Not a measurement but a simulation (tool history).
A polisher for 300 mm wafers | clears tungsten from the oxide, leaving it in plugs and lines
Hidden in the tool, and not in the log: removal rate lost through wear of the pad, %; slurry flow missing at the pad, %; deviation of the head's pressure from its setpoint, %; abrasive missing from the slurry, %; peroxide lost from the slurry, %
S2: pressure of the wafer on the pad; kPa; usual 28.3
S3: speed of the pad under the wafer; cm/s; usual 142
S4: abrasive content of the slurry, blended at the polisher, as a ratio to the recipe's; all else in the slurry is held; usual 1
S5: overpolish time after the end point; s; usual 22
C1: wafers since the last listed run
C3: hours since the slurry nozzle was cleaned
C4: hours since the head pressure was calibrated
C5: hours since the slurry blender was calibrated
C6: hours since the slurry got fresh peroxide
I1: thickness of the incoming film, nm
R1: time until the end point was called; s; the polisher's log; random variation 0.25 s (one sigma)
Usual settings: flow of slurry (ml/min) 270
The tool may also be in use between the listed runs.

run 1 hour=0 | flow_of_slurry_(ml/min)=225 S2=28.3 S3=142 S4=1 S5=22 | C1=0 wafers_polished_on_this_pad=520 C3=467.1 C4=619.9 C5=78.7 C6=5.8 | I1=250.6 | R1=31.6
run 2 hour=32.5 | flow_of_slurry_(ml/min)=270 S2=28.3 S3=142 S4=1 S5=22 | C1=442 wafers_polished_on_this_pad=963 C3=499.6 C4=652.4 C5=111.2 C6=38.3 | I1=249.7 | R1=32
run 3 hour=48.5 | flow_of_slurry_(ml/min)=270 S2=28.3 S3=142 S4=1 S5=22 | C1=218 wafers_polished_on_this_pad=1182 C3=515.6 C4=668.4 C5=127.2 C6=54.3 | I1=249.8 | R1=32.4
-- hour=73.4 slurry blender recalibrated
run 4 hour=78.7 | flow_of_slurry_(ml/min)=270 S2=28.3 S3=142 S4=1 S5=22 | C1=384 wafers_polished_on_this_pad=1566 C3=545.8 C4=698.6 C5=5.3 C6=84.5 | I1=248.2 | R1=32.1
-- hour=97.7 worn pad replaced by a new one
run 5 hour=105 | flow_of_slurry_(ml/min)=270 S2=28.3 S3=142 S4=1 S5=22 | C1=303 wafers_polished_on_this_pad=99 C3=572.1 C4=724.9 C5=31.6 C6=110.8 | I1=246.9 | R1=30.8
-- hour=116 slurry tank refilled with fresh slurry and peroxide
run 6 hour=126.4 | flow_of_slurry_(ml/min)=270 S2=28.3 S3=126 S4=0.8 S5=22 | C1=278 wafers_polished_on_this_pad=377 C3=593.5 C4=746.3 C5=53 C6=10.4 | I1=253.7 | R1=38.2
run 7 hour=146.3 | flow_of_slurry_(ml/min)=270 S2=28.3 S3=126 S4=0.8 S5=22 | C1=271 wafers_polished_on_this_pad=648 C3=613.4 C4=766.2 C5=72.9 C6=30.3 | I1=250.4 | R1=37.9
run 8 hour=165.3 | flow_of_slurry_(ml/min)=270 S2=28.3 S3=126 S4=0.8 S5=22 | C1=258 wafers_polished_on_this_pad=907 C3=632.4 C4=785.2 C5=91.9 C6=49.3 | I1=249.2 | R1=38.5
run 9 hour=189 | flow_of_slurry_(ml/min)=270 S2=28.3 S3=142 S4=1 S5=22 | C1=323 wafers_polished_on_this_pad=1230 C3=656.1 C4=808.9 C5=115.6 C6=73 | I1=253 | R1=34.5
-- hour=202.5 slurry nozzle cleaned
run 10 hour=205.4 | flow_of_slurry_(ml/min)=270 S2=24.1 S3=142 S4=1 S5=22 | C1=209 wafers_polished_on_this_pad=1440 C3=2.9 C4=825.3 C5=132 C6=89.4 | I1=247 | R1=34.1
-- hour=227.8 worn pad replaced by a new one
-- hour=228.7 slurry blender recalibrated
-- hour=253 slurry tank refilled with fresh slurry and peroxide
-- hour=263.1 head pressure recalibrated
run 11 hour=290.9 | flow_of_slurry_(ml/min)=270 S2=24.1 S3=142 S4=1 S5=22 | C1=1057 wafers_polished_on_this_pad=806 C3=88.4 C4=27.8 C5=62.2 C6=37.9 | I1=251.6 | R1=34.4
run 12 hour=303.4 | flow_of_slurry_(ml/min)=270 S2=24.1 S3=142 S4=1 S5=22 | C1=170 wafers_polished_on_this_pad=977 C3=100.9 C4=40.3 C5=74.7 C6=50.4 | I1=249.7 | R1=34
-- hour=351.9 worn pad replaced by a new one
-- hour=352 slurry blender recalibrated
run 13 hour=352.4 | flow_of_slurry_(ml/min)=270 S2=28.3 S3=142 S4=1 S5=22 | C1=612 wafers_polished_on_this_pad=5 C3=149.9 C4=89.3 C5=0.4 C6=99.4 | I1=252.9 | R1=29.7
run 14 hour=369.8 | flow_of_slurry_(ml/min)=270 S2=35.9 S3=142 S4=1.3 S5=22 | C1=237 wafers_polished_on_this_pad=242 C3=167.3 C4=106.7 C5=17.8 C6=116.8 | I1=244.8 | R1=22.7
-- hour=376.7 slurry tank refilled with fresh slurry and peroxide
run 15 hour=401.2 | flow_of_slurry_(ml/min)=270 S2=28.3 S3=142 S4=0.85 S5=22 | C1=414 wafers_polished_on_this_pad=657 C3=198.7 C4=138.1 C5=49.2 C6=24.5 | I1=253.7 | R1=33.2
run 16 hour=413.5 | flow_of_slurry_(ml/min)=295 S2=28.3 S3=142 S4=1 S5=22 | C1=167 wafers_polished_on_this_pad=824 C3=211 C4=150.4 C5=61.5 C6=36.8 | I1=249.3 | R1=30.3
run 17 hour=435.7 | flow_of_slurry_(ml/min)=270 S2=28.3 S3=142 S4=1 S5=22 | C1=302 wafers_polished_on_this_pad=1127 C3=233.2 C4=172.6 C5=83.7 C6=59 | I1=251.4 | R1=31.6
-- hour=456 worn pad replaced by a new one
run 18 hour=456.5 | flow_of_slurry_(ml/min)=180 S2=31.7 S3=142 S4=1.15 S5=22 | C1=228 wafers_polished_on_this_pad=6 C3=254 C4=193.4 C5=104.5 C6=79.8 | I1=249.9 | R1=27.4
run 19 hour=478.7 | flow_of_slurry_(ml/min)=200 S2=28.3 S3=142 S4=0.9 S5=22 | C1=302 wafers_polished_on_this_pad=308 C3=276.2 C4=215.6 C5=126.7 C6=102 | I1=248.6 | R1=33.1
-- hour=501.6 slurry blender recalibrated
run 20 hour=506 | flow_of_slurry_(ml/min)=270 S2=28.3 S3=186 S4=1 S5=22 | C1=344 wafers_polished_on_this_pad=653 C3=303.5 C4=242.9 C5=4.4 C6=129.3 | I1=249.6 | R1=24.7
-- hour=523.4 slurry tank refilled with fresh slurry and peroxide
run 21 hour=532.5 | flow_of_slurry_(ml/min)=215 S2=37.2 S3=142 S4=1 S5=22 | C1=347 wafers_polished_on_this_pad=1001 C3=330 C4=269.4 C5=30.9 C6=9.1 | I1=249 | R1=26.6
run 22 hour=549.1 | flow_of_slurry_(ml/min)=270 S2=22.8 S3=142 S4=1 S5=22 | C1=226 wafers_polished_on_this_pad=1227 C3=346.6 C4=286 C5=47.5 C6=25.7 | I1=251.6 | R1=36.8
run 23 hour=569.3 | flow_of_slurry_(ml/min)=270 S2=28.3 S3=142 S4=1 S5=22 | C1=275 wafers_polished_on_this_pad=1502 C3=366.8 C4=306.2 C5=67.7 C6=45.9 | I1=250.3 | R1=32
-- hour=574.8 worn pad replaced by a new one
run 24 hour=599.6 | flow_of_slurry_(ml/min)=270 S2=28.3 S3=142 S4=1 S5=22 | C1=358 wafers_polished_on_this_pad=338 C3=397.1 C4=336.5 C5=98 C6=76.2 | I1=246.9 | R1=30.4

What the log doesn't show, run by run:
deviation of the head's pressure from its setpoint, %: 0 in every run
abrasive missing from the slurry, %: 0 in every run
peroxide lost from the slurry, %: 0 in every run
H1: removal rate lost through wear of the pad, %
H2: slurry flow missing at the pad, %
run=1 H1=6.02 H2=23
run=2 H1=7.67 H2=26.2
run=3 H1=8.1 H2=27.8
run=4 H1=8.57 H2=30.9
run=5 H1=2.37 H2=33.9
run=6 H1=5.1 H2=36.3
run=7 H1=6.61 H2=38.7
run=8 H1=7.5 H2=41.1
run=9 H1=8.15 H2=44.1
run=10 H1=8.42 H2=0.0629
run=11 H1=6.91 H2=0.836
run=12 H1=7.35 H2=1.07
run=13 H1=0.771 H2=2.29
run=14 H1=3.52 H2=2.83
run=15 H1=6.27 H2=3.97
run=16 H1=6.88 H2=4.47
run=17 H1=7.6 H2=5.45
run=18 H1=1.91 H2=6.45
run=19 H1=5.24 H2=7.62
run=20 H1=7.46 H2=9.19
run=21 H1=8.55 H2=10.9
run=22 H1=8.95 H2=12
run=23 H1=9.25 H2=13.4
run=24 H1=5.41 H2=15.7
